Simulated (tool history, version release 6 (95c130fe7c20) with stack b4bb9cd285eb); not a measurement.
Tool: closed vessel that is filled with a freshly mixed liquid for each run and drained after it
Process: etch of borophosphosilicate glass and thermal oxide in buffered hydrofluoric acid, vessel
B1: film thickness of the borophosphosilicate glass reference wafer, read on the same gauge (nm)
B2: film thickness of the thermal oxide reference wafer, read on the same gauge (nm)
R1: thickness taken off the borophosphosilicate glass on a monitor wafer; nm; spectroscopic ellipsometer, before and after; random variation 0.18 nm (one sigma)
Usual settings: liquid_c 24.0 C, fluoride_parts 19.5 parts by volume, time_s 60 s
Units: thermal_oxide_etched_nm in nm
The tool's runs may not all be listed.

{"run": 1, "hour": 0.0, "liquid_c": 24.0, "fluoride_parts": 19.5, "time_s": 60, "B1": 140.0, "B2": 149.98, "R1": 56.75, "thermal_oxide_etched_nm": 30.13}
{"run": 2, "hour": 12.4, "liquid_c": 24.0, "fluoride_parts": 19.5, "time_s": 60, "B1": 140.03, "B2": 150.0, "R1": 56.6, "thermal_oxide_etched_nm": 30.46}
{"run": 3, "hour": 19.7, "liquid_c": 20.5, "fluoride_parts": 19.5, "time_s": 60, "B1": 140.0, "B2": 150.0, "R1": 46.81, "thermal_oxide_etched_nm": 25.26}
{"hour": 35.1, "done": "gauge calibrated"}
{"run": 4, "hour": 36.1, "liquid_c": 20.5, "fluoride_parts": 19.5, "time_s": 60, "B1": 139.96, "B2": 150.0, "R1": 46.91, "thermal_oxide_etched_nm": 24.46}
{"run": 5, "hour": 66.5, "liquid_c": 20.5, "fluoride_parts": 19.5, "time_s": 60, "B1": 140.01, "B2": 150.02, "R1": 46.87, "thermal_oxide_etched_nm": 24.64}
{"run": 6, "hour": 117.8, "liquid_c": 24.0, "fluoride_parts": 19.5, "time_s": 80, "B1": 140.06, "B2": 149.99, "R1": 74.84, "thermal_oxide_etched_nm": 39.54}
{"run": 7, "hour": 125.7, "liquid_c": 27.0, "fluoride_parts": 19.5, "time_s": 60, "B1": 139.98, "B2": 150.03, "R1": 66.09, "thermal_oxide_etched_nm": 35.01}
{"run": 8, "hour": 140.8, "liquid_c": 21.5, "fluoride_parts": 19.5, "time_s": 35, "B1": 140.0, "B2": 150.0, "R1": 28.73, "thermal_oxide_etched_nm": 15.02}
{"run": 9, "hour": 151.4, "liquid_c": 21.5, "fluoride_parts": 19.5, "time_s": 30, "B1": 140.02, "B2": 150.01, "R1": 24.63, "thermal_oxide_etched_nm": 12.96}
{"hour": 156.0, "done": "hydrofluoric acid flow meter replaced"}
{"run": 10, "hour": 158.2, "liquid_c": 20.5, "fluoride_parts": 24.5, "time_s": 70, "B1": 140.02, "B2": 150.01, "R1": 48.26, "thermal_oxide_etched_nm": 25.66}
{"hour": 165.5, "done": "thermometer replaced"}
{"run": 11, "hour": 174.7, "liquid_c": 24.0, "fluoride_parts": 19.5, "time_s": 60, "B1": 140.04, "B2": 150.03, "R1": 58.82, "thermal_oxide_etched_nm": 31.31}
{"run": 12, "hour": 189.4, "liquid_c": 24.0, "fluoride_parts": 19.5, "time_s": 60, "B1": 139.98, "B2": 149.98, "R1": 59.07, "thermal_oxide_etched_nm": 31.31}
{"run": 13, "hour": 203.3, "liquid_c": 24.0, "fluoride_parts": 19.5, "time_s": 60, "B1": 139.97, "B2": 149.97, "R1": 58.56, "thermal_oxide_etched_nm": 31.1}
{"run": 14, "hour": 213.5, "liquid_c": 24.0, "fluoride_parts": 19.5, "time_s": 90, "B1": 139.99, "B2": 149.99, "R1": 87.89, "thermal_oxide_etched_nm": 46.66}
{"run": 15, "hour": 226.3, "liquid_c": 22.5, "fluoride_parts": 13.5, "time_s": 85, "B1": 140.01, "B2": 149.98, "R1": 110.18, "thermal_oxide_etched_nm": 58.09}
{"run": 16, "hour": 236.2, "liquid_c": 24.0, "fluoride_parts": 26.5, "time_s": 60, "B1": 140.01, "B2": 150.0, "R1": 47.27, "thermal_oxide_etched_nm": 25.27}
{"run": 17, "hour": 244.3, "liquid_c": 24.0, "fluoride_parts": 14.5, "time_s": 60, "B1": 140.0, "B2": 149.98, "R1": 78.17, "thermal_oxide_etched_nm": 42.05}
{"run": 18, "hour": 253.4, "liquid_c": 20.0, "fluoride_parts": 15.5, "time_s": 70, "B1": 139.96, "B2": 149.98, "R1": 68.4, "thermal_oxide_etched_nm": 37.25}
{"run": 19, "hour": 260.4, "liquid_c": 27.5, "fluoride_parts": 15.0, "time_s": 70, "B1": 140.0, "B2": 150.03, "R1": 106.74, "thermal_oxide_etched_nm": 57.66}
{"run": 20, "hour": 269.1, "liquid_c": 28.5, "fluoride_parts": 19.5, "time_s": 60, "B1": 139.95, "B2": 150.02, "R1": 74.17, "thermal_oxide_etched_nm": 39.41}
{"run": 21, "hour": 278.4, "liquid_c": 29.0, "fluoride_parts": 24.5, "time_s": 80, "B1": 139.99, "B2": 149.98, "R1": 86.81, "thermal_oxide_etched_nm": 45.89}
{"run": 22, "hour": 287.8, "liquid_c": 28.0, "fluoride_parts": 22.5, "time_s": 45, "B1": 140.03, "B2": 150.02, "R1": 49.27, "thermal_oxide_etched_nm": 26.0}
{"run": 23, "hour": 303.9, "liquid_c": 24.0, "fluoride_parts": 19.5, "time_s": 60, "B1": 140.02, "B2": 150.0, "R1": 57.77, "thermal_oxide_etched_nm": 30.79}
{"run": 24, "hour": 317.1, "liquid_c": 29.0, "fluoride_parts": 19.5, "time_s": 60, "B1": 140.03, "B2": 150.02, "R1": 75.84, "thermal_oxide_etched_nm": 41.01}

The same runs without the tool's hidden state, with the same run-to-run variation:
The hidden state here: liquid hotter than its thermometer reads (K); hydrofluoric acid flow below the setpoint (%); gauge reads high (%).
run=1 R1=59.09 thermal_oxide_etched_nm=31.37
run=2 R1=59.00 thermal_oxide_etched_nm=31.74
run=3 R1=48.82 thermal_oxide_etched_nm=26.34
run=4 R1=48.98 thermal_oxide_etched_nm=25.53
run=5 R1=49.05 thermal_oxide_etched_nm=25.77
run=6 R1=78.60 thermal_oxide_etched_nm=41.52
run=7 R1=69.44 thermal_oxide_etched_nm=36.78
run=8 R1=30.22 thermal_oxide_etched_nm=15.80
run=9 R1=25.93 thermal_oxide_etched_nm=13.64
run=10 R1=48.31 thermal_oxide_etched_nm=25.69
run=11 R1=59.02 thermal_oxide_etched_nm=31.42
run=12 R1=59.35 thermal_oxide_etched_nm=31.46
run=13 R1=58.91 thermal_oxide_etched_nm=31.29
run=14 R1=88.51 thermal_oxide_etched_nm=46.99
run=15 R1=111.11 thermal_oxide_etched_nm=58.58
run=16 R1=47.58 thermal_oxide_etched_nm=25.44
run=17 R1=78.96 thermal_oxide_etched_nm=42.48
run=18 R1=69.16 thermal_oxide_etched_nm=37.66
run=19 R1=107.99 thermal_oxide_etched_nm=58.34
run=20 R1=75.11 thermal_oxide_etched_nm=39.91
run=21 R1=87.63 thermal_oxide_etched_nm=46.33
run=22 R1=49.77 thermal_oxide_etched_nm=26.26
run=23 R1=58.70 thermal_oxide_etched_nm=31.29
run=24 R1=77.17 thermal_oxide_etched_nm=41.72
